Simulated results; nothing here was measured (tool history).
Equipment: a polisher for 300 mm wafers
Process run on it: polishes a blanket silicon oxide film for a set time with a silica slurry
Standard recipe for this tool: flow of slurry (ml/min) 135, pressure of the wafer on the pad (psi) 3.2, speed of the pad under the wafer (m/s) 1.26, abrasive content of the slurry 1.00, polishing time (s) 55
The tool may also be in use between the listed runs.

run	hour	flow of slurry (ml/min)	pressure of the wafer on the pad (psi)	speed of the pad under the wafer (m/s)	abrasive content of the slurry	polishing time (s)	wafers since the last listed run	wafers polished on this pad	hours since the slurry nozzle was cleaned	hours since the head pressure was calibrated	hours since the slurry blender was calibrated	hours since the conditioning disc was replaced	incoming thickness of the incoming film, nm	film removed (Å)
1	0.0	135	3.2	1.26	1.00	55	0	1732	528.6	414.9	322.2	444.6	743.7	1234
# hour 9.6: slurry nozzle cleaned
# hour 42.3: slurry blender recalibrated
# hour 111.4: head pressure recalibrated
# hour 113.6: conditioning disc replaced and pad reconditioned
# hour 156.1: worn pad replaced by a new one
2	189.0	135	3.2	1.26	1.00	55	1451	268	179.4	77.6	146.7	75.4	751.0	1283
3	286.5	135	3.2	1.26	1.00	55	794	1063	276.9	175.1	244.2	172.9	751.1	1278
4	351.4	135	3.2	1.26	1.00	55	529	1592	341.8	240.0	309.1	237.8	760.0	1261
# hour 407.8: slurry blender recalibrated
5	427.3	170	3.2	1.26	1.00	55	602	2194	417.7	315.9	19.5	313.7	750.4	1306
6	502.7	135	2.7	1.26	1.00	55	614	2809	493.1	391.3	94.9	389.1	756.4	1130
7	541.3	135	3.2	1.26	1.00	55	314	3124	531.7	429.9	133.5	427.7	757.0	1234
# hour 545.7: worn pad replaced by a new one
# hour 614.6: slurry nozzle cleaned
8	628.6	135	3.2	1.26	1.00	55	671	667	14.0	517.2	220.8	515.0	751.0	1281
9	677.0	135	3.2	1.26	1.00	55	394	1062	62.4	565.6	269.2	563.4	760.0	1265
# hour 729.6: conditioning disc replaced and pad reconditioned
10	733.2	135	3.2	1.26	1.00	55	441	1504	118.6	621.8	325.4	3.6	763.3	1282
# hour 767.4: head pressure recalibrated
# hour 789.6: slurry blender recalibrated
11	806.8	135	3.2	1.26	1.00	55	567	2071	192.2	39.4	17.2	77.2	744.6	1259
12	865.5	135	3.7	1.26	1.00	55	478	2550	250.9	98.1	75.9	135.9	742.8	1386
13	910.3	135	3.2	1.26	1.00	55	365	2915	295.7	142.9	120.7	180.7	748.6	1248
# hour 963.2: worn pad replaced by a new one
14	979.1	150	3.2	1.26	1.00	55	528	129	364.5	211.7	189.5	249.5	749.5	1280
15	1027.6	175	2.6	1.26	0.80	55	395	524	413.0	260.2	238.0	298.0	757.7	1041
# hour 1212.0: conditioning disc replaced and pad reconditioned
16	1213.0	135	2.8	1.48	1.00	55	1495	2020	598.4	445.6	423.4	1.0	754.7	1264
# hour 1242.3: slurry nozzle cleaned
# hour 1251.6: slurry blender recalibrated
17	1315.8	135	3.2	1.26	1.00	55	813	2833	73.5	548.4	64.2	103.8	755.7	1263
# hour 1332.7: worn pad replaced by a new one
# hour 1393.3: head pressure recalibrated
18	1419.1	145	3.2	1.26	1.00	36	793	688	176.8	25.8	167.5	207.1	746.2	834
19	1456.7	135	2.1	1.26	0.85	55	306	994	214.4	63.4	205.1	244.7	748.9	917

Expected results for the next run?
20	1493.4	135	3.2	1.26	1.00	55	299	1293	251.1	100.1	241.8	281.4	756.6	?

film removed (Å): 1255
With no hidden state in the tool, this same run would have given film removed (Å) 1266.

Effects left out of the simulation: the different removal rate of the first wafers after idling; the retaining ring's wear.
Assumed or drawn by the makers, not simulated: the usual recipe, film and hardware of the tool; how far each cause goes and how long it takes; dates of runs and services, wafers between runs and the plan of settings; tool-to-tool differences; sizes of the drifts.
